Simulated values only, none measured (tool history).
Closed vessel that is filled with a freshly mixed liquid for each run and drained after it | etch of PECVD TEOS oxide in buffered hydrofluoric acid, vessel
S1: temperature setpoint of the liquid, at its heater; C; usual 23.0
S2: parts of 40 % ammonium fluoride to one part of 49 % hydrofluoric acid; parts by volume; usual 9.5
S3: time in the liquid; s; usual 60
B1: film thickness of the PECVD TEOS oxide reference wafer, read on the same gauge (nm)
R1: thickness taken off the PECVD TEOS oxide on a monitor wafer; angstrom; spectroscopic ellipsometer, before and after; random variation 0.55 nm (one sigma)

run    hour    S1    S2  S3      B1      R1
  1     0.0  23.0   9.5  60  102.69   797.3
  2    70.8  23.0   9.5  60  102.73   805.1
  3   128.7  23.0   9.5  60  102.79   817.5
  4   178.8  23.0   9.5  60  102.88   802.3
  5   233.9  23.0   9.5  60  102.91   813.1
  6   314.2  23.0   9.5  60  102.99   811.0
  7   371.8  23.0   9.5  60  103.05   798.7
      436.1  -- hydrofluoric acid flow meter replaced
  8   453.0  23.0   9.5  60  103.15   807.8
  9   495.2  23.0   9.5  60  103.18   814.8
      511.1  -- gauge calibrated
 10   572.9  23.0   9.5  60  100.47   791.6
      623.0  -- thermometer replaced
 11   627.9  23.0  12.0  60  100.53   649.6
 12   664.5  25.0   9.5  45  100.55   653.7
 13   750.2  27.5  11.5  90  100.66  1285.9
 14   840.1  28.0   6.5  85  100.76  2112.5
 15   884.2  18.0   7.5  80  100.78  1015.9
 16  1074.2  23.0   7.5  60  100.96  1005.9
 17  1154.1  23.0   9.5  60  101.05   802.6
 18  1248.3  23.0   7.5  60  101.14   997.7
 19  1340.9  25.5   7.0  60  101.25  1246.4
 20  1429.9  23.0   9.5  60  101.31   791.1
 21  1480.0  18.5  11.5  60  101.42   525.0
 22  1578.6  23.0  13.5  60  101.46   580.1
     1594.7  -- thermometer replaced
 23  1618.9  23.0   9.5  60  101.53   796.5
 24  1672.5  18.0  12.5  60  101.58   472.0
 25  1725.2  19.0   9.5  60  101.62   639.5
 26  1995.0  25.0   9.5  45  101.92   671.1
 27  2060.4  23.0   9.5  60  101.98   804.5
 28  2158.4  23.0   9.5  60  102.10   809.6
 29  2219.2  23.0   9.5  60  102.12   800.4
 30  2264.6  21.5  12.0  75  102.17   742.6
     2287.0  -- hydrofluoric acid flow meter replaced
 31  2343.8  20.0  12.5  60  102.27   525.0
 32  2436.7  23.0   9.5  85  102.37  1147.2
 33  2484.4  20.5   9.5  60  102.40   698.3

4 ways to go on from here, each from the tool as it stands after run 33. What would each give?
  A  2485.1  23.0   9.5  60   ?   ?
  B  2485.1  24.5  13.0  95   ?   ?
  C  2485.1  23.0   7.5  80   ?   ?
  D  2485.1  20.5  11.5  60   ?   ?

run      B1      R1
  A  102.44   802.0
  B  102.44  1033.0
  C  102.44  1348.0
  D  102.44   590.1
Without the tool's hidden state the same runs would have given:
run      R1
  A   783.2
  B  1008.8
  C  1316.4
  D   576.2
